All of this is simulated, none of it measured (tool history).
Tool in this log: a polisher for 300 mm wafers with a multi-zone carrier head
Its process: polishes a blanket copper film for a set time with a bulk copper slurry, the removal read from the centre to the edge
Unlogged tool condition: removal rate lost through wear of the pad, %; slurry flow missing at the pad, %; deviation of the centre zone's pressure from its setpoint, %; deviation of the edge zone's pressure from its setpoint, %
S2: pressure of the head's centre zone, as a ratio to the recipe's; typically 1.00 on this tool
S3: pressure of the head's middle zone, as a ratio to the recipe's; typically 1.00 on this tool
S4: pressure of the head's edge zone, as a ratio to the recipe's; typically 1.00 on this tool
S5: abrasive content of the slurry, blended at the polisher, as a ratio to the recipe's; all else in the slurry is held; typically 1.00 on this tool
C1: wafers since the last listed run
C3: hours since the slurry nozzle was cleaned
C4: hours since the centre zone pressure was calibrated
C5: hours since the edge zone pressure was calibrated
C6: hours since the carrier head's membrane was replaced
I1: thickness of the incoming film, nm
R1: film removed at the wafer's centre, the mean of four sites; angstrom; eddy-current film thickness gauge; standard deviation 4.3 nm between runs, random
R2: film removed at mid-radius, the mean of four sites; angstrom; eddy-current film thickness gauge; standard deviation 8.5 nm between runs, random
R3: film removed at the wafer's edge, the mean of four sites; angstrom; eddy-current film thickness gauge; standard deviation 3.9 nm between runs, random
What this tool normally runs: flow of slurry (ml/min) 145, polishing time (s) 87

{"run": 1, "hour": 0.0, "flow of slurry (ml/min)": 145, "S2": 1.0, "S3": 1.0, "S4": 0.94, "S5": 1.0, "polishing time (s)": 87, "C1": 0, "wafers polished on this pad": 1086, "C3": 483.9, "C4": 93.5, "C5": 495.6, "C6": 439.6, "I1": 3810.9, "R1": 5297, "R2": 5288, "R3": 5095}
{"run": 2, "hour": 60.0, "flow of slurry (ml/min)": 145, "S2": 0.96, "S3": 1.0, "S4": 1.0, "S5": 1.0, "polishing time (s)": 87, "C1": 536, "wafers polished on this pad": 1622, "C3": 543.9, "C4": 153.5, "C5": 555.6, "C6": 499.6, "I1": 3843.7, "R1": 5017, "R2": 5364, "R3": 5288}
{"run": 3, "hour": 97.7, "flow of slurry (ml/min)": 145, "S2": 0.93, "S3": 0.92, "S4": 1.04, "S5": 0.75, "polishing time (s)": 87, "C1": 336, "wafers polished on this pad": 1959, "C3": 581.6, "C4": 191.2, "C5": 593.3, "C6": 537.3, "I1": 3814.5, "R1": 4551, "R2": 4625, "R3": 5048}
{"hour": 113.1, "done": "carrier head's membrane replaced by a new one"}
{"run": 4, "hour": 146.6, "flow of slurry (ml/min)": 145, "S2": 1.0, "S3": 1.0, "S4": 1.0, "S5": 1.0, "polishing time (s)": 73, "C1": 392, "wafers polished on this pad": 2351, "C3": 630.5, "C4": 240.1, "C5": 642.2, "C6": 33.5, "I1": 3828.1, "R1": 4393, "R2": 4474, "R3": 4345}
{"run": 5, "hour": 185.8, "flow of slurry (ml/min)": 145, "S2": 1.07, "S3": 1.0, "S4": 1.0, "S5": 1.0, "polishing time (s)": 67, "C1": 350, "wafers polished on this pad": 2701, "C3": 669.7, "C4": 279.3, "C5": 681.4, "C6": 72.7, "I1": 3837.1, "R1": 4285, "R2": 4161, "R3": 4067}
{"run": 6, "hour": 215.8, "flow of slurry (ml/min)": 145, "S2": 0.92, "S3": 1.0, "S4": 1.0, "S5": 1.0, "polishing time (s)": 87, "C1": 268, "wafers polished on this pad": 2969, "C3": 699.7, "C4": 309.3, "C5": 711.4, "C6": 102.7, "I1": 3870.0, "R1": 4678, "R2": 5194, "R3": 5180}
{"run": 7, "hour": 268.3, "flow of slurry (ml/min)": 145, "S2": 1.0, "S3": 1.0, "S4": 1.0, "S5": 1.0, "polishing time (s)": 87, "C1": 469, "wafers polished on this pad": 3438, "C3": 752.2, "C4": 361.8, "C5": 763.9, "C6": 155.2, "I1": 3814.7, "R1": 5184, "R2": 5221, "R3": 5214}
{"hour": 295.7, "done": "slurry nozzle cleaned"}
{"run": 8, "hour": 335.6, "flow of slurry (ml/min)": 145, "S2": 1.0, "S3": 1.0, "S4": 1.0, "S5": 1.15, "polishing time (s)": 87, "C1": 592, "wafers polished on this pad": 4031, "C3": 39.9, "C4": 429.1, "C5": 831.2, "C6": 222.5, "I1": 3839.9, "R1": 5852, "R2": 5941, "R3": 5617}
{"hour": 342.8, "done": "worn pad replaced by a new one"}
{"run": 9, "hour": 401.0, "flow of slurry (ml/min)": 145, "S2": 0.91, "S3": 0.97, "S4": 1.0, "S5": 1.0, "polishing time (s)": 87, "C1": 548, "wafers polished on this pad": 519, "C3": 105.3, "C4": 494.5, "C5": 896.6, "C6": 287.9, "I1": 3805.0, "R1": 5021, "R2": 5538, "R3": 5405}
{"run": 10, "hour": 459.4, "flow of slurry (ml/min)": 95, "S2": 1.0, "S3": 1.0, "S4": 1.03, "S5": 1.0, "polishing time (s)": 87, "C1": 521, "wafers polished on this pad": 1041, "C3": 163.7, "C4": 552.9, "C5": 955.0, "C6": 346.3, "I1": 3797.6, "R1": 4686, "R2": 4792, "R3": 4947}
{"run": 11, "hour": 507.9, "flow of slurry (ml/min)": 145, "S2": 0.95, "S3": 0.97, "S4": 1.0, "S5": 1.0, "polishing time (s)": 87, "C1": 433, "wafers polished on this pad": 1475, "C3": 212.2, "C4": 601.4, "C5": 1003.5, "C6": 394.8, "I1": 3877.3, "R1": 5117, "R2": 5443, "R3": 5327}
{"run": 12, "hour": 561.7, "flow of slurry (ml/min)": 145, "S2": 1.0, "S3": 0.9, "S4": 1.0, "S5": 1.0, "polishing time (s)": 87, "C1": 480, "wafers polished on this pad": 1955, "C3": 266.0, "C4": 655.2, "C5": 1057.3, "C6": 448.6, "I1": 3877.4, "R1": 5361, "R2": 5042, "R3": 5282}
{"run": 13, "hour": 601.7, "flow of slurry (ml/min)": 145, "S2": 1.0, "S3": 1.0, "S4": 1.0, "S5": 1.0, "polishing time (s)": 87, "C1": 357, "wafers polished on this pad": 2313, "C3": 306.0, "C4": 695.2, "C5": 1097.3, "C6": 488.6, "I1": 3868.0, "R1": 5352, "R2": 5438, "R3": 5311}
{"hour": 635.3, "done": "carrier head's membrane replaced by a new one"}
{"run": 14, "hour": 637.7, "flow of slurry (ml/min)": 115, "S2": 1.0, "S3": 1.0, "S4": 1.0, "S5": 0.75, "polishing time (s)": 87, "C1": 277, "wafers polished on this pad": 2590, "C3": 342.0, "C4": 731.2, "C5": 1133.3, "C6": 2.4, "I1": 3866.5, "R1": 4594, "R2": 4707, "R3": 4745}
{"run": 15, "hour": 708.7, "flow of slurry (ml/min)": 125, "S2": 1.0, "S3": 1.0, "S4": 1.0, "S5": 1.1, "polishing time (s)": 109, "C1": 634, "wafers polished on this pad": 3224, "C3": 413.0, "C4": 802.2, "C5": 1204.3, "C6": 73.4, "I1": 3821.0, "R1": 6323, "R2": 6597, "R3": 6496}
{"hour": 744.1, "done": "worn pad replaced by a new one"}
{"run": 16, "hour": 755.3, "flow of slurry (ml/min)": 145, "S2": 1.0, "S3": 1.0, "S4": 1.0, "S5": 1.0, "polishing time (s)": 87, "C1": 380, "wafers polished on this pad": 99, "C3": 459.6, "C4": 848.8, "C5": 1250.9, "C6": 120.0, "I1": 3862.8, "R1": 5255, "R2": 5223, "R3": 5227}
{"run": 17, "hour": 797.8, "flow of slurry (ml/min)": 145, "S2": 1.0, "S3": 1.0, "S4": 1.0, "S5": 1.0, "polishing time (s)": 87, "C1": 379, "wafers polished on this pad": 479, "C3": 502.1, "C4": 891.3, "C5": 1293.4, "C6": 162.5, "I1": 3926.9, "R1": 5257, "R2": 5338, "R3": 5292}
{"run": 18, "hour": 824.9, "flow of slurry (ml/min)": 145, "S2": 1.0, "S3": 1.0, "S4": 1.0, "S5": 0.7, "polishing time (s)": 103, "C1": 242, "wafers polished on this pad": 721, "C3": 529.2, "C4": 918.4, "C5": 1320.5, "C6": 189.6, "I1": 3905.0, "R1": 5716, "R2": 5939, "R3": 5689}
{"run": 19, "hour": 867.2, "flow of slurry (ml/min)": 145, "S2": 1.08, "S3": 1.0, "S4": 1.0, "S5": 1.0, "polishing time (s)": 87, "C1": 378, "wafers polished on this pad": 1099, "C3": 571.5, "C4": 960.7, "C5": 1362.8, "C6": 231.9, "I1": 3835.9, "R1": 5606, "R2": 5452, "R3": 5260}
{"run": 20, "hour": 896.8, "flow of slurry (ml/min)": 145, "S2": 1.0, "S3": 0.91, "S4": 1.05, "S5": 1.0, "polishing time (s)": 87, "C1": 264, "wafers polished on this pad": 1364, "C3": 601.1, "C4": 990.3, "C5": 1392.4, "C6": 261.5, "I1": 3845.3, "R1": 5208, "R2": 4962, "R3": 5366}

Forecast each of these 5 alternatives for the next run:
{"run": "A", "hour": 897.3, "flow of slurry (ml/min)": 145, "S2": 1.0, "S3": 1.0, "S4": 1.0, "S5": 1.0, "polishing time (s)": 87, "C1": 4, "wafers polished on this pad": 1368, "C3": 601.6, "C4": 990.8, "C5": 1392.9, "C6": 262.0, "I1": 3785.7, "R1": "?", "R2": "?", "R3": "?"}
{"run": "B", "hour": 897.3, "flow of slurry (ml/min)": 145, "S2": 0.97, "S3": 0.9, "S4": 1.0, "S5": 0.9, "polishing time (s)": 87, "C1": 4, "wafers polished on this pad": 1368, "C3": 601.6, "C4": 990.8, "C5": 1392.9, "C6": 262.0, "I1": 3785.7, "R1": "?", "R2": "?", "R3": "?"}
{"run": "C", "hour": 897.3, "flow of slurry (ml/min)": 145, "S2": 0.9, "S3": 1.0, "S4": 1.0, "S5": 1.0, "polishing time (s)": 87, "C1": 4, "wafers polished on this pad": 1368, "C3": 601.6, "C4": 990.8, "C5": 1392.9, "C6": 262.0, "I1": 3785.7, "R1": "?", "R2": "?", "R3": "?"}
{"run": "D", "hour": 897.3, "flow of slurry (ml/min)": 145, "S2": 1.0, "S3": 1.0, "S4": 1.0, "S5": 1.0, "polishing time (s)": 62, "C1": 4, "wafers polished on this pad": 1368, "C3": 601.6, "C4": 990.8, "C5": 1392.9, "C6": 262.0, "I1": 3785.7, "R1": "?", "R2": "?", "R3": "?"}
{"run": "E", "hour": 897.3, "flow of slurry (ml/min)": 130, "S2": 1.0, "S3": 1.0, "S4": 1.07, "S5": 1.0, "polishing time (s)": 87, "C1": 4, "wafers polished on this pad": 1368, "C3": 601.6, "C4": 990.8, "C5": 1392.9, "C6": 262.0, "I1": 3785.7, "R1": "?", "R2": "?", "R3": "?"}

run=A R1=5192 R2=5216 R3=5266
run=B R1=4933 R2=4682 R3=5169
run=C R1=4669 R2=5218 R3=5266
run=D R1=3700 R2=3717 R3=3753
run=E R1=4984 R2=5033 R3=5316
With no hidden state in the tool, these same runs would have given:
run=A R1=5724 R2=5681 R3=5588
run=B R1=5437 R2=5100 R3=5486
run=C R1=5147 R2=5684 R3=5588
run=D R1=4079 R2=4048 R3=3982
run=E R1=5563 R2=5539 R3=5675

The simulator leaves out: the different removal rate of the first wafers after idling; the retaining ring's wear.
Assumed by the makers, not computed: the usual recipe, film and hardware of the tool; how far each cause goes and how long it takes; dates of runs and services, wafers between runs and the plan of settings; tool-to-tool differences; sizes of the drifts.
